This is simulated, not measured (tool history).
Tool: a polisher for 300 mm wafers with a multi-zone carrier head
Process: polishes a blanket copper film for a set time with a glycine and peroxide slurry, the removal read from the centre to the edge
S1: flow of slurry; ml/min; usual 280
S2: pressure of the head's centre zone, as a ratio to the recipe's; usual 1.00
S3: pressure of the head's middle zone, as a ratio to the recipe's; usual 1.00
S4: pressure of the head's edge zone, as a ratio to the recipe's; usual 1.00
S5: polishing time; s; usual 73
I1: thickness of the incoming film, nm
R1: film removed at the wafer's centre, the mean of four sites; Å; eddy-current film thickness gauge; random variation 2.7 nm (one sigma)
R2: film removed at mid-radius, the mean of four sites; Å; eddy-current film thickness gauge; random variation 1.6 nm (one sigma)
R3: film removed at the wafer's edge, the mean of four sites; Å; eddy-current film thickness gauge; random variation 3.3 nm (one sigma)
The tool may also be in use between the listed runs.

| run | hour | S1 | S2 | S3 | S4 | S5 | I1 | R1 | R2 | R3 |
|---|---|---|---|---|---|---|---|---|---|---|
| 1 | 0.0 | 280 | 1.00 | 0.93 | 1.00 | 73 | 1212.6 | 2495 | 2371 | 2408 |
|  | 9.2 | worn pad replaced by a new one |
| 2 | 24.8 | 280 | 1.00 | 0.93 | 1.00 | 73 | 1208.7 | 2467 | 2338 | 2275 |
| 3 | 54.3 | 280 | 1.00 | 0.97 | 1.00 | 73 | 1231.2 | 2468 | 2435 | 2336 |
| 4 | 99.9 | 280 | 1.00 | 1.00 | 1.00 | 73 | 1215.7 | 2435 | 2466 | 2354 |
| 5 | 119.6 | 280 | 1.00 | 1.00 | 1.00 | 73 | 1211.8 | 2413 | 2457 | 2319 |
|  | 130.5 | slurry nozzle cleaned |
|  | 146.2 | worn pad replaced by a new one |
| 6 | 146.7 | 280 | 1.00 | 1.00 | 1.00 | 73 | 1211.1 | 2450 | 2456 | 2379 |
|  | 165.2 | carrier head's membrane replaced by a new one |
| 7 | 165.7 | 280 | 1.00 | 1.00 | 1.00 | 73 | 1227.4 | 2349 | 2456 | 2390 |
| 8 | 186.9 | 280 | 1.00 | 1.00 | 1.08 | 73 | 1215.4 | 2394 | 2452 | 2351 |
| 9 | 202.8 | 280 | 0.92 | 1.00 | 0.90 | 73 | 1198.9 | 2198 | 2460 | 2265 |
| 10 | 225.4 | 280 | 0.93 | 1.00 | 1.09 | 73 | 1235.6 | 2248 | 2459 | 2427 |
| 11 | 252.3 | 235 | 1.04 | 1.00 | 0.91 | 82 | 1216.5 | 2740 | 2701 | 2536 |
| 12 | 271.9 | 280 | 1.00 | 1.00 | 1.00 | 73 | 1225.1 | 2332 | 2432 | 2339 |
| 13 | 289.7 | 280 | 1.00 | 1.00 | 1.00 | 73 | 1237.7 | 2372 | 2435 | 2379 |
|  | 297.1 | worn pad replaced by a new one |
| 14 | 321.6 | 280 | 0.91 | 1.00 | 0.89 | 53 | 1221.9 | 1562 | 1781 | 1629 |
|  | 328.1 | edge zone pressure recalibrated |
| 15 | 341.2 | 280 | 1.00 | 1.00 | 1.00 | 73 | 1232.7 | 2333 | 2434 | 2338 |
|  | 343.6 | centre zone pressure recalibrated |
| 16 | 371.3 | 280 | 1.00 | 1.00 | 1.00 | 73 | 1198.4 | 2520 | 2478 | 2331 |
| 17 | 383.8 | 280 | 1.00 | 1.00 | 1.00 | 73 | 1233.1 | 2480 | 2466 | 2373 |
| 18 | 405.3 | 280 | 1.00 | 1.00 | 0.95 | 51 | 1203.1 | 1746 | 1720 | 1645 |
| 19 | 419.5 | 240 | 1.00 | 1.00 | 1.00 | 73 | 1193.1 | 2452 | 2457 | 2330 |
| 20 | 441.3 | 280 | 1.00 | 1.00 | 1.00 | 73 | 1208.7 | 2438 | 2451 | 2345 |
|  | 449.3 | worn pad replaced by a new one |
| 21 | 456.4 | 315 | 0.91 | 1.10 | 1.00 | 80 | 1238.1 | 2482 | 2876 | 2662 |
| 22 | 473.1 | 215 | 1.09 | 0.89 | 1.04 | 73 | 1208.5 | 2626 | 2251 | 2310 |
| 23 | 498.8 | 280 | 1.00 | 1.00 | 1.10 | 73 | 1208.6 | 2450 | 2429 | 2407 |

Some steps in R1 between neighbouring runs. How much of each would the tool show without its hidden state too (settings, what came in, random variation), and how much is left for the hidden state, with any gauge scatter that isn't in both results?
The hidden state here: removal rate lost through wear of the pad, %; slurry flow missing at the pad, %; deviation of the centre zone's pressure from its setpoint, %; deviation of the edge zone's pressure from its setpoint, %.
Run 13 -> 14: S2 1.00 -> 0.91, S4 1.00 -> 0.89, S5 73 -> 53, worn pad replaced by a new one. R1 -810 Å: hidden state +26, all else -836.
Run 14 -> 15: S2 0.91 -> 1.00, S4 0.89 -> 1.00, S5 53 -> 73, edge zone pressure recalibrated. R1 +771 Å: hidden state -50, all else +821.
Run 15 -> 16: centre zone pressure recalibrated. R1 +187 Å: hidden state +133, all else +54.

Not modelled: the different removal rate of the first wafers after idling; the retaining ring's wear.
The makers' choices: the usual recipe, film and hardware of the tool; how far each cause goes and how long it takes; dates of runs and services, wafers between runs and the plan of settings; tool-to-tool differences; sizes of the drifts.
